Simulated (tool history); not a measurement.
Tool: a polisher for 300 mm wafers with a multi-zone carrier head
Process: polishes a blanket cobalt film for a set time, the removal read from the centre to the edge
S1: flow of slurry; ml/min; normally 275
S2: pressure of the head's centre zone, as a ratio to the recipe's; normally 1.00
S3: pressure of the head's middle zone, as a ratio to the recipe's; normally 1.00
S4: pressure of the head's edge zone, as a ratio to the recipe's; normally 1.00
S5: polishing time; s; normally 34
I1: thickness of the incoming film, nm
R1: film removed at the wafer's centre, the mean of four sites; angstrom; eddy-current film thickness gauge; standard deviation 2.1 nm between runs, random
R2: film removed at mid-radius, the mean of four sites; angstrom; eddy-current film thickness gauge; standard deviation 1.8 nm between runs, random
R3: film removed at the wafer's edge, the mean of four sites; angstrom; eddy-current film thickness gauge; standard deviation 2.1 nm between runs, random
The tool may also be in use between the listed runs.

run    hour   S1    S2    S3    S4  S5     I1    R1    R2    R3
  1     0.0  275  1.00  0.97  1.00  34  806.5  1608  1634  1684
  2    56.9  275  1.00  0.97  1.00  34  806.7  1591  1591  1667
  3   108.9  275  1.00  0.97  1.00  34  802.9  1594  1566  1693
  4   160.1  275  1.00  1.00  1.00  34  795.0  1606  1630  1650
  5   317.8  275  1.00  1.00  0.96  30  800.3  1415  1433  1477
  6   348.4  275  1.00  1.00  1.00  34  784.2  1580  1601  1652
  7   384.9  370  0.89  1.00  0.93  34  791.1  1467  1666  1608
  8   554.6  275  1.00  1.00  1.00  34  786.6  1568  1556  1606
  9   586.4  220  1.00  1.00  1.09  34  805.0  1724  1735  1852
 10   631.8  250  1.09  1.00  1.00  23  788.4  1258  1172  1172
 11   660.8  275  1.03  1.00  0.89  23  794.7  1165  1150  1134
 12   691.9  275  1.00  1.00  1.03  34  795.7  1643  1693  1714
 13   747.0  275  1.00  1.00  1.12  34  796.1  1611  1656  1781
 14   780.0  275  1.00  1.00  1.00  34  810.2  1635  1632  1645
 15   843.8  275  0.94  1.00  1.00  34  810.8  1509  1632  1645
 16   903.8  325  1.00  0.89  1.00  34  793.5  1601  1481  1656
 17   973.6  325  0.95  1.00  1.00  34  800.5  1722  1802  1859
 18  1021.1  275  0.95  1.00  1.00  34  808.4  1598  1711  1745
 19  1059.0  275  1.00  1.00  1.10  34  792.3  1640  1712  1800
 20  1093.0  275  1.00  1.00  1.04  23  810.3  1107  1129  1179
 21  1135.6  370  0.89  1.00  1.00  34  809.7  1477  1669  1731
 22  1190.7  275  0.91  1.06  0.92  34  789.9  1437  1699  1622

Not shown: 10 entries that the log had between the listed runs. Between which runs, and how does the tool's hidden state differ before and after?
Run 1 -> run 2: carrier head's membrane replaced by a new one (hour 20.8); centre zone pressure recalibrated (hour 31.9); edge zone pressure recalibrated (hour 36.9)
  removal rate lost through wear of the pad, %: 10.3 -> 11.1
  what was measured, less what the result would be without the hidden state, R1: -184 -> -199 angstrom; R2: -187 -> -199 angstrom; R3: -192 -> -209 angstrom
Run 2 -> run 3: slurry nozzle cleaned (hour 64.4)
  removal rate lost through wear of the pad, %: 11.1 -> 11.7
  what was measured, less what the result would be without the hidden state, R1: -199 -> -211 angstrom; R2: -199 -> -207 angstrom; R3: -209 -> -224 angstrom
Run 4 -> run 5: worn pad replaced by a new one (hour 164.5)
  removal rate lost through wear of the pad, %: 12 -> 10.9
  what was measured, less what the result would be without the hidden state, R1: -220 -> -173 angstrom; R2: -223 -> -174 angstrom; R3: -226 -> -180 angstrom
Run 7 -> run 8: slurry nozzle cleaned (hour 498.5)
  removal rate lost through wear of the pad, %: 12.5 -> 14.3
  what was measured, less what the result would be without the hidden state, R1: -209 -> -261 angstrom; R2: -237 -> -260 angstrom; R3: -229 -> -268 angstrom
Run 8 -> run 9: worn pad replaced by a new one (hour 576.5)
  removal rate lost through wear of the pad, %: 14.3 -> 2.18
  what was measured, less what the result would be without the hidden state, R1: -261 -> -38 angstrom; R2: -260 -> -38 angstrom; R3: -268 -> -41 angstrom
Run 12 -> run 13: edge zone pressure recalibrated (hour 729.3)
  removal rate lost through wear of the pad, %: 8.42 -> 10.2
  what was measured, less what the result would be without the hidden state, R1: -151 -> -184 angstrom; R2: -156 -> -189 angstrom; R3: -158 -> -203 angstrom
Run 15 -> run 16: slurry nozzle cleaned (hour 903.3)
  removal rate lost through wear of the pad, %: 12.1 -> 12.7
  what was measured, less what the result would be without the hidden state, R1: -208 -> -234 angstrom; R2: -225 -> -216 angstrom; R3: -226 -> -241 angstrom
Run 16 -> run 17: worn pad replaced by a new one (hour 969.1)
  removal rate lost through wear of the pad, %: 12.7 -> 2.62
  what was measured, less what the result would be without the hidden state, R1: -234 -> -47 angstrom; R2: -216 -> -49 angstrom; R3: -241 -> -50 angstrom
